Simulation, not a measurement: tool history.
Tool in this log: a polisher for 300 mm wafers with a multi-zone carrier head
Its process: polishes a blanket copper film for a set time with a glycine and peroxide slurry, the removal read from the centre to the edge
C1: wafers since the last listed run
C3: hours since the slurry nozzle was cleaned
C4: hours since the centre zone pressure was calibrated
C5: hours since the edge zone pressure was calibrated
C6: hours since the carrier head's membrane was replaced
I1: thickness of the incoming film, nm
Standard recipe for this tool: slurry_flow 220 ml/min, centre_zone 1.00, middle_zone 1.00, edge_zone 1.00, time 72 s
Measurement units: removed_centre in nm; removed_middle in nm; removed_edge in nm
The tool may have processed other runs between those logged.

{"run": 1, "hour": 0.0, "slurry_flow": 220, "centre_zone": 1.0, "middle_zone": 1.04, "edge_zone": 1.0, "time": 78, "C1": 0, "wafers polished on this pad": 407, "C3": 22.7, "C4": 363.0, "C5": 679.6, "C6": 204.1, "I1": 1594.6, "removed_centre": 315.7, "removed_middle": 336.4, "removed_edge": 322.0}
{"hour": 223.9, "done": "slurry nozzle cleaned"}
{"hour": 256.3, "done": "worn pad replaced by a new one"}
{"run": 2, "hour": 260.0, "slurry_flow": 220, "centre_zone": 1.0, "middle_zone": 1.04, "edge_zone": 1.0, "time": 78, "C1": 1511, "wafers polished on this pad": 21, "C3": 36.1, "C4": 623.0, "C5": 939.6, "C6": 464.1, "I1": 1605.0, "removed_centre": 321.9, "removed_middle": 339.7, "removed_edge": 326.4}
{"run": 3, "hour": 359.4, "slurry_flow": 220, "centre_zone": 1.0, "middle_zone": 1.0, "edge_zone": 1.0, "time": 72, "C1": 589, "wafers polished on this pad": 611, "C3": 135.5, "C4": 722.4, "C5": 1039.0, "C6": 563.5, "I1": 1627.6, "removed_centre": 295.3, "removed_middle": 294.7, "removed_edge": 290.0}
{"hour": 403.3, "done": "carrier head's membrane replaced by a new one"}
{"run": 4, "hour": 436.5, "slurry_flow": 220, "centre_zone": 1.0, "middle_zone": 1.0, "edge_zone": 1.0, "time": 72, "C1": 427, "wafers polished on this pad": 1038, "C3": 212.6, "C4": 799.5, "C5": 1116.1, "C6": 33.2, "I1": 1604.1, "removed_centre": 287.4, "removed_middle": 290.7, "removed_edge": 290.5}
{"hour": 443.9, "done": "centre zone pressure recalibrated"}
{"hour": 457.7, "done": "edge zone pressure recalibrated"}
{"hour": 481.3, "done": "slurry nozzle cleaned"}
{"run": 5, "hour": 486.5, "slurry_flow": 220, "centre_zone": 1.0, "middle_zone": 1.0, "edge_zone": 1.0, "time": 72, "C1": 266, "wafers polished on this pad": 1305, "C3": 5.2, "C4": 42.6, "C5": 28.8, "C6": 83.2, "I1": 1616.3, "removed_centre": 287.0, "removed_middle": 294.0, "removed_edge": 287.6}
{"hour": 516.7, "done": "worn pad replaced by a new one, of another model than before"}
{"run": 6, "hour": 545.7, "slurry_flow": 220, "centre_zone": 1.0, "middle_zone": 1.0, "edge_zone": 1.0, "time": 72, "C1": 327, "wafers polished on this pad": 172, "C3": 64.4, "C4": 101.8, "C5": 88.0, "C6": 142.4, "I1": 1594.9, "removed_centre": 301.8, "removed_middle": 305.8, "removed_edge": 302.9}
{"run": 7, "hour": 633.5, "slurry_flow": 220, "centre_zone": 1.0, "middle_zone": 1.0, "edge_zone": 1.0, "time": 72, "C1": 520, "wafers polished on this pad": 692, "C3": 152.2, "C4": 189.6, "C5": 175.8, "C6": 230.2, "I1": 1619.9, "removed_centre": 290.2, "removed_middle": 292.9, "removed_edge": 294.5}
{"run": 8, "hour": 714.4, "slurry_flow": 220, "centre_zone": 1.0, "middle_zone": 1.0, "edge_zone": 1.0, "time": 72, "C1": 479, "wafers polished on this pad": 1172, "C3": 233.1, "C4": 270.5, "C5": 256.7, "C6": 311.1, "I1": 1637.3, "removed_centre": 289.7, "removed_middle": 293.4, "removed_edge": 289.3}
{"hour": 735.5, "done": "slurry nozzle cleaned"}
{"run": 9, "hour": 761.7, "slurry_flow": 220, "centre_zone": 1.0, "middle_zone": 1.0, "edge_zone": 1.0, "time": 72, "C1": 274, "wafers polished on this pad": 1446, "C3": 26.2, "C4": 317.8, "C5": 304.0, "C6": 358.4, "I1": 1608.8, "removed_centre": 287.1, "removed_middle": 291.4, "removed_edge": 288.6}
{"hour": 821.3, "done": "worn pad replaced by a new one"}
{"run": 10, "hour": 1004.2, "slurry_flow": 220, "centre_zone": 1.0, "middle_zone": 0.95, "edge_zone": 1.0, "time": 90, "C1": 1414, "wafers polished on this pad": 1084, "C3": 268.7, "C4": 560.3, "C5": 546.5, "C6": 600.9, "I1": 1620.9, "removed_centre": 359.5, "removed_middle": 358.9, "removed_edge": 364.7}
{"hour": 1012.1, "done": "slurry nozzle cleaned"}
{"run": 11, "hour": 1049.8, "slurry_flow": 150, "centre_zone": 1.09, "middle_zone": 1.1, "edge_zone": 1.0, "time": 78, "C1": 264, "wafers polished on this pad": 1348, "C3": 37.7, "C4": 605.9, "C5": 592.1, "C6": 646.5, "I1": 1588.7, "removed_centre": 308.3, "removed_middle": 311.4, "removed_edge": 294.0}
{"hour": 1113.8, "done": "carrier head's membrane replaced by a new one"}
{"hour": 1122.0, "done": "worn pad replaced by a new one"}
{"run": 12, "hour": 1136.5, "slurry_flow": 165, "centre_zone": 0.93, "middle_zone": 1.0, "edge_zone": 0.95, "time": 86, "C1": 460, "wafers polished on this pad": 85, "C3": 124.4, "C4": 692.6, "C5": 678.8, "C6": 22.7, "I1": 1635.7, "removed_centre": 314.1, "removed_middle": 343.5, "removed_edge": 336.8}
{"run": 13, "hour": 1190.9, "slurry_flow": 220, "centre_zone": 1.0, "middle_zone": 1.0, "edge_zone": 1.0, "time": 72, "C1": 322, "wafers polished on this pad": 408, "C3": 178.8, "C4": 747.0, "C5": 733.2, "C6": 77.1, "I1": 1608.4, "removed_centre": 295.3, "removed_middle": 297.4, "removed_edge": 292.7}
{"hour": 1229.7, "done": "centre zone pressure recalibrated"}
{"run": 14, "hour": 1249.1, "slurry_flow": 255, "centre_zone": 1.0, "middle_zone": 0.94, "edge_zone": 1.0, "time": 97, "C1": 333, "wafers polished on this pad": 741, "C3": 237.0, "C4": 19.4, "C5": 791.4, "C6": 135.3, "I1": 1620.7, "removed_centre": 395.1, "removed_middle": 389.3, "removed_edge": 411.0}
{"hour": 1277.9, "done": "slurry nozzle cleaned"}
{"run": 15, "hour": 1350.0, "slurry_flow": 220, "centre_zone": 1.0, "middle_zone": 1.0, "edge_zone": 0.93, "time": 72, "C1": 592, "wafers polished on this pad": 1333, "C3": 72.1, "C4": 120.3, "C5": 892.3, "C6": 236.2, "I1": 1642.4, "removed_centre": 291.3, "removed_middle": 292.2, "removed_edge": 279.4}
{"run": 16, "hour": 1422.9, "slurry_flow": 220, "centre_zone": 0.95, "middle_zone": 1.0, "edge_zone": 1.0, "time": 86, "C1": 432, "wafers polished on this pad": 1766, "C3": 145.0, "C4": 193.2, "C5": 965.2, "C6": 309.1, "I1": 1601.5, "removed_centre": 325.8, "removed_middle": 351.4, "removed_edge": 339.7}

3 ways to go on from here, each from the tool as it stands after run 16. What would each give?
{"run": "A", "hour": 1423.3, "slurry_flow": 220, "centre_zone": 1.0, "middle_zone": 1.0, "edge_zone": 1.0, "time": 72, "C1": 2, "wafers polished on this pad": 1768, "C3": 145.4, "C4": 193.6, "C5": 965.6, "C6": 309.5, "I1": 1602.3, "removed_centre": "?", "removed_middle": "?", "removed_edge": "?"}
{"run": "B", "hour": 1423.3, "slurry_flow": 160, "centre_zone": 1.07, "middle_zone": 1.0, "edge_zone": 1.0, "time": 90, "C1": 2, "wafers polished on this pad": 1768, "C3": 145.4, "C4": 193.6, "C5": 965.6, "C6": 309.5, "I1": 1602.3, "removed_centre": "?", "removed_middle": "?", "removed_edge": "?"}
{"run": "C", "hour": 1423.3, "slurry_flow": 245, "centre_zone": 1.1, "middle_zone": 1.0, "edge_zone": 1.06, "time": 54, "C1": 2, "wafers polished on this pad": 1768, "C3": 145.4, "C4": 193.6, "C5": 965.6, "C6": 309.5, "I1": 1602.3, "removed_centre": "?", "removed_middle": "?", "removed_edge": "?"}

run=A removed_centre=286.7 removed_middle=291.5 removed_edge=291.5
run=B removed_centre=352.7 removed_middle=339.9 removed_edge=346.3
run=C removed_centre=238.9 removed_middle=222.2 removed_edge=227.5
Take away the tool's hidden state, keep each run's random variation, and the runs would have read:
run=A removed_centre=303.5 removed_middle=308.7 removed_edge=308.6
run=B removed_centre=373.5 removed_middle=359.9 removed_edge=366.7
run=C removed_centre=253.0 removed_middle=235.3 removed_edge=240.9
